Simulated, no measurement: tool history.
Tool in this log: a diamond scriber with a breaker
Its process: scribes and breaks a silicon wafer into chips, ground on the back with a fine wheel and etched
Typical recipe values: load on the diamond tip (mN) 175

| run | day | load on the diamond tip (mN) | incoming depth of the damage left on the back of the incoming wafer, um | depth of the median crack under the scribed line (um) | chips rejected at inspection after the break (%) |
|---|---|---|---|---|---|
| 1 | 0.000 | 175 | 0.46 | 8.47 | 13.18 |
| 2 | 0.942 | 175 | 0.68 | 8.30 | 14.55 |
| 3 | 1.538 | 175 | 0.31 | 8.64 | 15.87 |
| 4 | 2.112 | 175 | 0.52 | 8.41 | 14.21 |
| 5 | 2.738 | 187 | 0.65 | 8.86 | 7.82 |
| 6 | 3.200 | 187 | 0.59 | 8.78 | 7.89 |
| 7 | 3.504 | 175 | 0.31 | 8.50 | 15.46 |
| 8 | 4.158 | 175 | 0.79 | 8.20 | 16.74 |
| 9 | 4.858 | 175 | 0.67 | 8.33 | 19.32 |
| 10 | 5.142 | 175 | 0.73 | 8.18 | 18.52 |
| 11 | 5.717 | 158 | 0.40 | 7.44 | 36.63 |
| 12 | 6.438 | 158 | 0.41 | 7.48 | 34.62 |
| 13 | 7.067 | 158 | 0.31 | 7.42 | 33.98 |
| 14 | 7.433 | 163 | 0.35 | 7.57 | 29.17 |
| 15 | 7.692 | 163 | 0.35 | 7.77 | 32.62 |
| 16 | 8.367 | 175 | 0.49 | 7.86 | 19.98 |
| 17 | 8.683 | 135 | 0.44 | 6.26 | 59.97 |
| 18 | 9.288 | 135 | 0.78 | 6.36 | 59.63 |
| 19 | 9.696 | 175 | 0.53 | 8.00 | 19.24 |
| 20 | 10.092 | 175 | 0.52 | 7.95 | 21.78 |
| 21 | 10.658 | 199 | 0.31 | 8.82 | 6.94 |
| 22 | 11.012 | 141 | 0.71 | 6.70 | 55.59 |
| 23 | 11.671 | 201 | 0.61 | 8.83 | 6.66 |
| 24 | 12.271 | 210 | 0.79 | 9.29 | 3.88 |
|  | 13.267 | diamond tip replaced by a new one |
| 25 | 14.296 | 226 | 0.52 | 12.14 | 18.70 |
| 26 | 14.933 | 175 | 0.52 | 9.90 | 1.43 |
| 27 | 15.225 | 189 | 0.73 | 10.52 | 2.36 |
| 28 | 16.146 | 224 | 0.62 | 12.25 | 16.07 |
|  | 16.717 | load on the tip recalibrated |
| 29 | 16.738 | 175 | 0.37 | 9.62 | 1.54 |
| 30 | 17.188 | 223 | 0.34 | 11.77 | 14.91 |
| 31 | 17.912 | 203 | 0.63 | 10.82 | 5.45 |
| 32 | 18.604 | 159 | 0.75 | 8.90 | 7.56 |
| 33 | 18.883 | 175 | 0.76 | 9.48 | 1.85 |
| 34 | 19.617 | 198 | 0.39 | 10.67 | 3.66 |
| 35 | 20.133 | 209 | 0.37 | 11.13 | 7.05 |
| 36 | 20.838 | 175 | 0.42 | 9.69 | 2.23 |
| 37 | 21.162 | 175 | 0.47 | 9.66 | 2.12 |
| 38 | 21.654 | 175 | 0.31 | 9.29 | 2.01 |
| 39 | 22.071 | 175 | 0.43 | 9.53 | 2.03 |
| 40 | 22.479 | 150 | 0.66 | 8.28 | 17.23 |

Forecast each of these 5 alternatives for the next run:
| A | 22.500 | 134 | 0.59 | ? | ? |
| B | 22.500 | 196 | 0.59 | ? | ? |
| C | 22.500 | 130 | 0.59 | ? | ? |
| D | 22.500 | 213 | 0.59 | ? | ? |
| E | 22.500 | 143 | 0.59 | ? | ? |

| run | depth of the median crack under the scribed line (um) | chips rejected at inspection after the break (%) |
|---|---|---|
| A | 7.42 | 36.07 |
| B | 10.42 | 2.54 |
| C | 7.21 | 41.86 |
| D | 11.16 | 7.99 |
| E | 7.89 | 24.49 |
Had the tool no hidden state, the same runs would have come out as:
| run | depth of the median crack under the scribed line (um) | chips rejected at inspection after the break (%) |
|---|---|---|
| A | 7.79 | 26.85 |
| B | 10.93 | 5.89 |
| C | 7.56 | 32.35 |
| D | 11.71 | 14.13 |
| E | 8.28 | 16.42 |

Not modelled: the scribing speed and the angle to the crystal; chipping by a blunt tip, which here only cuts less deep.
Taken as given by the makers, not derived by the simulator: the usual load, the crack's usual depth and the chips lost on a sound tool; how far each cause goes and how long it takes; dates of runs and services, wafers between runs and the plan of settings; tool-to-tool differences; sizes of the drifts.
